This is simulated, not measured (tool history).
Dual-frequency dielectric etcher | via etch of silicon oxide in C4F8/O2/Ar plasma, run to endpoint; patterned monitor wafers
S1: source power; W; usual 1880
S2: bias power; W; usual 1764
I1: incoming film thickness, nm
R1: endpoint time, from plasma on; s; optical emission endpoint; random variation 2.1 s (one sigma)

run 1 hour=0 | S1=1880 S2=1764 | I1=1773.6 | R1=394.3
-- hour=23.2 wet clean of the chamber
run 2 hour=80.9 | S1=1880 S2=1764 | I1=1785.7 | R1=377.7
run 3 hour=307.6 | S1=1880 S2=1764 | I1=1770.4 | R1=387.1
run 4 hour=411.4 | S1=1880 S2=1874 | I1=1762.2 | R1=384.7
run 5 hour=468.8 | S1=1880 S2=1874 | I1=1761.7 | R1=382
-- hour=505.1 wet clean of the chamber
run 6 hour=541.4 | S1=1880 S2=1764 | I1=1789 | R1=378.4
run 7 hour=584.9 | S1=1880 S2=1764 | I1=1783.1 | R1=378.2
run 8 hour=689 | S1=1880 S2=1764 | I1=1798.6 | R1=385.1
run 9 hour=751 | S1=1880 S2=1764 | I1=1778.7 | R1=385.7
run 10 hour=824.2 | S1=1630 S2=1764 | I1=1748.9 | R1=398.5
run 11 hour=919 | S1=1630 S2=1764 | I1=1796.2 | R1=414.3
-- hour=981.8 wet clean of the chamber
run 12 hour=1026.1 | S1=1880 S2=1764 | I1=1770 | R1=376.8
run 13 hour=1093 | S1=1630 S2=1764 | I1=1786.8 | R1=399.3
-- hour=1124.3 upper electrode replaced, of another model than before
run 14 hour=1138.4 | S1=2220 S2=1469 | I1=1775.7 | R1=365.2
-- hour=1216.8 source power generator calibrated
run 15 hour=1229.3 | S1=1880 S2=1764 | I1=1786.2 | R1=385.5
run 16 hour=1295.2 | S1=1880 S2=1764 | I1=1775.9 | R1=386.7
-- hour=1477.1 wet clean of the chamber
run 17 hour=1563.6 | S1=2030 S2=1981 | I1=1762 | R1=352.4
run 18 hour=1611.7 | S1=2080 S2=2205 | I1=1784.1 | R1=343.6
-- hour=1626.9 bias power generator calibrated
run 19 hour=1675.4 | S1=1620 S2=1904 | I1=1774.2 | R1=406.4
run 20 hour=1779 | S1=1880 S2=1905 | I1=1788.1 | R1=381.1
run 21 hour=1843.1 | S1=1880 S2=1764 | I1=1780.9 | R1=393.1
-- hour=1907.4 wet clean of the chamber
run 22 hour=1907.9 | S1=2100 S2=2086 | I1=1760.6 | R1=336.3
run 23 hour=1977.2 | S1=2000 S2=2022 | I1=1778.7 | R1=355.2
run 24 hour=2019.1 | S1=1430 S2=1632 | I1=1757.8 | R1=438.8
run 25 hour=2057 | S1=1640 S2=1616 | I1=1769.5 | R1=414.6

The same runs without the tool's hidden state, with the same run-to-run variation:
The hidden state here: etch rate over this chamber's usual, %; source power that arrives over what is set, %; bias power that arrives over what is set, %.
run=1 R1=375.8
run=2 R1=374
run=3 R1=373.1
run=4 R1=366.1
run=5 R1=361.1
run=6 R1=378
run=7 R1=375.9
run=8 R1=378.2
run=9 R1=376
run=10 R1=385
run=11 R1=395.8
run=12 R1=375
run=13 R1=394.3
run=14 R1=358.8
run=15 R1=374.6
run=16 R1=372.9
run=17 R1=347.4
run=18 R1=336.9
run=19 R1=395.5
run=20 R1=366.3
run=21 R1=374.9
run=22 R1=335.1
run=23 R1=351.1
run=24 R1=431.6
run=25 R1=406
